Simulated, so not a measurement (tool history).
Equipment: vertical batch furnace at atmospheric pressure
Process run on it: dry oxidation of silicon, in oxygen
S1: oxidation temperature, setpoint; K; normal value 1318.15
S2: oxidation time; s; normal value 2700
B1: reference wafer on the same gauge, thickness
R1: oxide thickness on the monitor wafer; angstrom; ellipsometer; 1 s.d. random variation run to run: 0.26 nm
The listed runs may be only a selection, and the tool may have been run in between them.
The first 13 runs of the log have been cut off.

Run 14, day 26.825: usual settings; B1 59.79. Result: R1 719.9 angstrom.
Run 15, day 27.854: usual settings; B1 59.70. Result: R1 719.3 angstrom.
Run 16, day 29.754: usual settings but S1 1334.15 K, S2 1950 s; B1 59.73. Result: R1 646.7 angstrom.
Run 17, day 32.304: usual settings but S1 1302.15 K; B1 59.72. Result: R1 653.5 angstrom.
Run 18, day 33.983: usual settings but S1 1309.15 K, S2 1830 s; B1 59.70. Result: R1 531.1 angstrom.
Run 19, day 41.004: usual settings; B1 59.81. Result: R1 718.5 angstrom.
Run 20, day 42.838: usual settings; B1 59.63. Result: R1 720.4 angstrom.
Run 21, day 43.950: usual settings but S1 1308.15 K, S2 2130 s; B1 59.80. Result: R1 580.1 angstrom.
Run 22, day 45.438: usual settings but S1 1342.15 K, S2 1440 s; B1 59.79. Result: R1 560.1 angstrom.
At day 49.721: gauge calibrated.
Run 23, day 52.888: usual settings but S1 1329.15 K, S2 3630 s; B1 59.72. Result: R1 929.0 angstrom.
At day 56.562: boat lift adjusted.
Run 24, day 56.583: usual settings but S2 1860 s; B1 59.74. Result: R1 565.4 angstrom.
Run 25, day 56.846: usual settings; B1 59.66. Result: R1 720.7 angstrom.
Run 26, day 58.671: usual settings but S1 1303.15 K, S2 1590 s; B1 59.76. Result: R1 469.6 angstrom.
Run 27, day 59.929: usual settings but S2 1770 s; B1 59.63. Result: R1 549.5 angstrom.
Run 28, day 62.233: usual settings but S1 1301.15 K, S2 3300 s; B1 59.71. Result: R1 745.3 angstrom.
Run 29, day 63.275: usual settings but S1 1328.15 K, S2 3990 s; B1 59.65. Result: R1 985.5 angstrom.
Run 30, day 65.488: usual settings but S1 1311.15 K, S2 1740 s; B1 59.66. Result: R1 521.8 angstrom.
Run 31, day 67.992: usual settings but S1 1338.15 K, S2 2130 s; B1 59.76. Result: R1 701.6 angstrom.
Run 32, day 70.908: usual settings but S1 1311.15 K, S2 1740 s; B1 59.70. Result: R1 527.0 angstrom.
Run 33, day 72.625: usual settings; B1 59.62. Result: R1 722.3 angstrom.
Run 34, day 75.492: usual settings but S1 1328.15 K, S2 2040 s; B1 59.77. Result: R1 642.6 angstrom.
Run 35, day 76.962: usual settings but S1 1311.15 K, S2 1740 s; B1 59.59. Result: R1 522.9 angstrom.
Run 36, day 79.954: usual settings; B1 59.74. Result: R1 725.1 angstrom.
Run 37, day 81.733: usual settings; B1 59.68. Result: R1 727.9 angstrom.
Run 38, day 84.275: usual settings but S1 1304.15 K, S2 1590 s; B1 59.65. Result: R1 476.1 angstrom.

Consider 5 possible next runs. They are alternatives, not a sequence: every one starts from the tool as it was left by run 38. What does each give?
Run A, day 84.454: usual settings but S2 3300 s; B1 ?. Result: R1 ?.
Run B, day 84.454: usual settings but S1 1328.15 K, S2 2370 s; B1 ?. Result: R1 ?.
Run C, day 84.454: usual settings but S2 3720 s; B1 ?. Result: R1 ?.
Run D, day 84.454: usual settings but S1 1296.15 K, S2 1560 s; B1 ?. Result: R1 ?.
Run E, day 84.454: usual settings but S1 1337.15 K, S2 1500 s; B1 ?. Result: R1 ?.

run     B1     R1
  A  59.69  824.3
  B  59.69  707.7
  C  59.69  889.7
  D  59.69  442.1
  E  59.69  558.6
What these runs would have given with no unlogged condition in the tool:
run     R1
  A  816.5
  B  700.8
  C  881.3
  D  437.1
  E  552.6
